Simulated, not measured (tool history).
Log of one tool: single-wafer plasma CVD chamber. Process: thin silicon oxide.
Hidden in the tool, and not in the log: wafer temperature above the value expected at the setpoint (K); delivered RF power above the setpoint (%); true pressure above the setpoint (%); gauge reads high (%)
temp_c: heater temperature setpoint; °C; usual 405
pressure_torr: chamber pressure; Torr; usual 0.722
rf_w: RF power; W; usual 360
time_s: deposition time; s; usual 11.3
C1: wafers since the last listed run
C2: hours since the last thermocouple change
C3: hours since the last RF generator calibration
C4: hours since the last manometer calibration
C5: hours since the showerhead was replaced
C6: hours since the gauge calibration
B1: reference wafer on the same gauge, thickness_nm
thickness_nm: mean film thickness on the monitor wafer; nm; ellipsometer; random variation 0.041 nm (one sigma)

{"run": 1, "hour": 0.0, "temp_c": 415, "pressure_torr": 0.803, "rf_w": 360, "time_s": 11.3, "C1": 0, "C2": 59.1, "C3": 1913.3, "C4": 963.5, "C5": 5415.4, "C6": 318.5, "B1": 20.289, "thickness_nm": 21.491}
{"run": 2, "hour": 39.1, "temp_c": 415, "pressure_torr": 0.803, "rf_w": 360, "time_s": 11.3, "C1": 1166, "C2": 98.2, "C3": 1952.4, "C4": 1002.6, "C5": 5454.5, "C6": 357.6, "B1": 20.291, "thickness_nm": 21.447}
{"run": 3, "hour": 76.3, "temp_c": 405, "pressure_torr": 0.722, "rf_w": 360, "time_s": 11.3, "C1": 1109, "C2": 135.4, "C3": 1989.6, "C4": 1039.8, "C5": 5491.7, "C6": 394.8, "B1": 20.328, "thickness_nm": 19.971}
{"hour": 94.2, "done": "capacitance manometer re-zeroed and calibrated"}
{"run": 4, "hour": 128.6, "temp_c": 405, "pressure_torr": 0.722, "rf_w": 360, "time_s": 11.3, "C1": 1321, "C2": 187.7, "C3": 2041.9, "C4": 34.4, "C5": 5544, "C6": 447.1, "B1": 20.29, "thickness_nm": 20.121}
{"run": 5, "hour": 178.1, "temp_c": 405, "pressure_torr": 0.722, "rf_w": 360, "time_s": 11.3, "C1": 1476, "C2": 237.2, "C3": 2091.4, "C4": 83.9, "C5": 5593.5, "C6": 496.6, "B1": 20.307, "thickness_nm": 19.995}
{"run": 6, "hour": 249.0, "temp_c": 415, "pressure_torr": 0.803, "rf_w": 360, "time_s": 11.3, "C1": 2114, "C2": 308.1, "C3": 2162.3, "C4": 154.8, "C5": 5664.4, "C6": 567.5, "B1": 20.319, "thickness_nm": 21.584}
{"run": 7, "hour": 290.0, "temp_c": 405, "pressure_torr": 0.722, "rf_w": 400, "time_s": 10.1, "C1": 1222, "C2": 349.1, "C3": 2203.3, "C4": 195.8, "C5": 5705.4, "C6": 608.5, "B1": 20.304, "thickness_nm": 18.902}
{"hour": 324.7, "done": "showerhead replaced"}
{"run": 8, "hour": 341.2, "temp_c": 417, "pressure_torr": 0.615, "rf_w": 360, "time_s": 11.3, "C1": 1288, "C2": 400.3, "C3": 2254.5, "C4": 247, "C5": 16.5, "C6": 659.7, "B1": 20.278, "thickness_nm": 17.775}
{"run": 9, "hour": 394.8, "temp_c": 405, "pressure_torr": 0.591, "rf_w": 360, "time_s": 11.3, "C1": 1598, "C2": 453.9, "C3": 2308.1, "C4": 300.6, "C5": 70.1, "C6": 713.3, "B1": 20.312, "thickness_nm": 17.305}
{"run": 10, "hour": 431.2, "temp_c": 399, "pressure_torr": 0.722, "rf_w": 360, "time_s": 12.6, "C1": 1085, "C2": 490.3, "C3": 2344.5, "C4": 337, "C5": 106.5, "C6": 749.7, "B1": 20.287, "thickness_nm": 22.434}
{"run": 11, "hour": 500.3, "temp_c": 405, "pressure_torr": 0.722, "rf_w": 410, "time_s": 11.3, "C1": 2061, "C2": 559.4, "C3": 2413.6, "C4": 406.1, "C5": 175.6, "C6": 818.8, "B1": 20.307, "thickness_nm": 21.394}
{"hour": 515.4, "done": "RF generator calibrated"}
{"run": 12, "hour": 529.9, "temp_c": 405, "pressure_torr": 0.555, "rf_w": 360, "time_s": 10.6, "C1": 644, "C2": 589, "C3": 14.5, "C4": 435.7, "C5": 205.2, "C6": 848.4, "B1": 20.307, "thickness_nm": 15.56}
{"run": 13, "hour": 588.0, "temp_c": 401, "pressure_torr": 0.557, "rf_w": 360, "time_s": 11.3, "C1": 1733, "C2": 647.1, "C3": 72.6, "C4": 493.8, "C5": 263.3, "C6": 906.5, "B1": 20.291, "thickness_nm": 16.651}
{"run": 14, "hour": 637.3, "temp_c": 412, "pressure_torr": 0.653, "rf_w": 360, "time_s": 11.3, "C1": 1470, "C2": 696.4, "C3": 121.9, "C4": 543.1, "C5": 312.6, "C6": 955.8, "B1": 20.307, "thickness_nm": 18.502}
{"run": 15, "hour": 707.8, "temp_c": 411, "pressure_torr": 0.722, "rf_w": 415, "time_s": 11.3, "C1": 2102, "C2": 766.9, "C3": 192.4, "C4": 613.6, "C5": 383.1, "C6": 1026.3, "B1": 20.322, "thickness_nm": 21.326}
{"run": 16, "hour": 755.2, "temp_c": 405, "pressure_torr": 0.722, "rf_w": 360, "time_s": 11.3, "C1": 1413, "C2": 814.3, "C3": 239.8, "C4": 661, "C5": 430.5, "C6": 1073.7, "B1": 20.298, "thickness_nm": 20.028}
{"run": 17, "hour": 820.9, "temp_c": 405, "pressure_torr": 0.722, "rf_w": 360, "time_s": 10, "C1": 1959, "C2": 880, "C3": 305.5, "C4": 726.7, "C5": 496.2, "C6": 1139.4, "B1": 20.314, "thickness_nm": 17.684}
{"run": 18, "hour": 862.9, "temp_c": 405, "pressure_torr": 0.888, "rf_w": 395, "time_s": 11.3, "C1": 1252, "C2": 922, "C3": 347.5, "C4": 768.7, "C5": 538.2, "C6": 1181.4, "B1": 20.304, "thickness_nm": 24.169}
{"run": 19, "hour": 919.5, "temp_c": 411, "pressure_torr": 0.722, "rf_w": 415, "time_s": 11.3, "C1": 1688, "C2": 978.6, "C3": 404.1, "C4": 825.3, "C5": 594.8, "C6": 1238, "B1": 20.304, "thickness_nm": 21.374}
{"run": 20, "hour": 947.9, "temp_c": 405, "pressure_torr": 0.722, "rf_w": 360, "time_s": 11.3, "C1": 847, "C2": 1007, "C3": 432.5, "C4": 853.7, "C5": 623.2, "C6": 1266.4, "B1": 20.279, "thickness_nm": 20.048}
{"run": 21, "hour": 995.7, "temp_c": 405, "pressure_torr": 0.722, "rf_w": 300, "time_s": 12.8, "C1": 1425, "C2": 1054.8, "C3": 480.3, "C4": 901.5, "C5": 671, "C6": 1314.2, "B1": 20.319, "thickness_nm": 20.203}
{"run": 22, "hour": 1035.2, "temp_c": 405, "pressure_torr": 0.722, "rf_w": 360, "time_s": 11.3, "C1": 1178, "C2": 1094.3, "C3": 519.8, "C4": 941, "C5": 710.5, "C6": 1353.7, "B1": 20.319, "thickness_nm": 19.923}
{"run": 23, "hour": 1074.9, "temp_c": 405, "pressure_torr": 0.722, "rf_w": 360, "time_s": 11.3, "C1": 1184, "C2": 1134, "C3": 559.5, "C4": 980.7, "C5": 750.2, "C6": 1393.4, "B1": 20.309, "thickness_nm": 19.909}
{"hour": 1091.5, "done": "capacitance manometer re-zeroed and calibrated"}
{"run": 24, "hour": 1104.2, "temp_c": 393, "pressure_torr": 0.612, "rf_w": 420, "time_s": 13.2, "C1": 635, "C2": 1163.3, "C3": 588.8, "C4": 12.7, "C5": 779.5, "C6": 1422.7, "B1": 20.323, "thickness_nm": 22.511}
{"run": 25, "hour": 1154.3, "temp_c": 405, "pressure_torr": 0.558, "rf_w": 360, "time_s": 11.3, "C1": 1494, "C2": 1213.4, "C3": 638.9, "C4": 62.8, "C5": 829.6, "C6": 1472.8, "B1": 20.313, "thickness_nm": 16.663}
{"hour": 1171.6, "done": "gauge calibrated"}
{"run": 26, "hour": 1182.9, "temp_c": 405, "pressure_torr": 0.722, "rf_w": 360, "time_s": 11.3, "C1": 853, "C2": 1242, "C3": 667.5, "C4": 91.4, "C5": 858.2, "C6": 11.3, "B1": 20.31, "thickness_nm": 20.074}
{"run": 27, "hour": 1208.5, "temp_c": 405, "pressure_torr": 0.643, "rf_w": 395, "time_s": 10.5, "C1": 763, "C2": 1267.6, "C3": 693.1, "C4": 117, "C5": 883.8, "C6": 36.9, "B1": 20.298, "thickness_nm": 18.006}
{"run": 28, "hour": 1277.1, "temp_c": 405, "pressure_torr": 0.722, "rf_w": 360, "time_s": 11.3, "C1": 2046, "C2": 1336.2, "C3": 761.7, "C4": 185.6, "C5": 952.4, "C6": 105.5, "B1": 20.27, "thickness_nm": 20.046}
{"run": 29, "hour": 1324.9, "temp_c": 413, "pressure_torr": 0.621, "rf_w": 360, "time_s": 11.3, "C1": 1425, "C2": 1384, "C3": 809.5, "C4": 233.4, "C5": 1000.2, "C6": 153.3, "B1": 20.303, "thickness_nm": 17.883}

Hidden state at the last listed run before each entry between runs and at the first one after, where it differs:
Between runs 3 and 4: capacitance manometer re-zeroed and calibrated (hour 94.2)
  true pressure above the setpoint (%): -1.05 -> -0.331
  measured less the result without the state, thickness_nm: -0.156 -> -0.049 nm
Between runs 7 and 8: showerhead replaced (hour 324.7)
  true pressure above the setpoint (%): -0.376 -> -0.403
  measured less the result without the state, thickness_nm: -0.052 -> -0.055 nm
Between runs 11 and 12: RF generator calibrated (hour 515.4)
  true pressure above the setpoint (%): -0.529 -> -0.559
  measured less the result without the state, thickness_nm: -0.083 -> -0.067 nm
Between runs 23 and 24: capacitance manometer re-zeroed and calibrated (hour 1091.5)
  true pressure above the setpoint (%): -1.49 -> -0.171
  measured less the result without the state, thickness_nm: -0.221 -> -0.029 nm
Between runs 25 and 26: gauge calibrated (hour 1171.6)
  true pressure above the setpoint (%): -0.176 -> -0.181
  measured less the result without the state, thickness_nm: -0.023 -> -0.027 nm
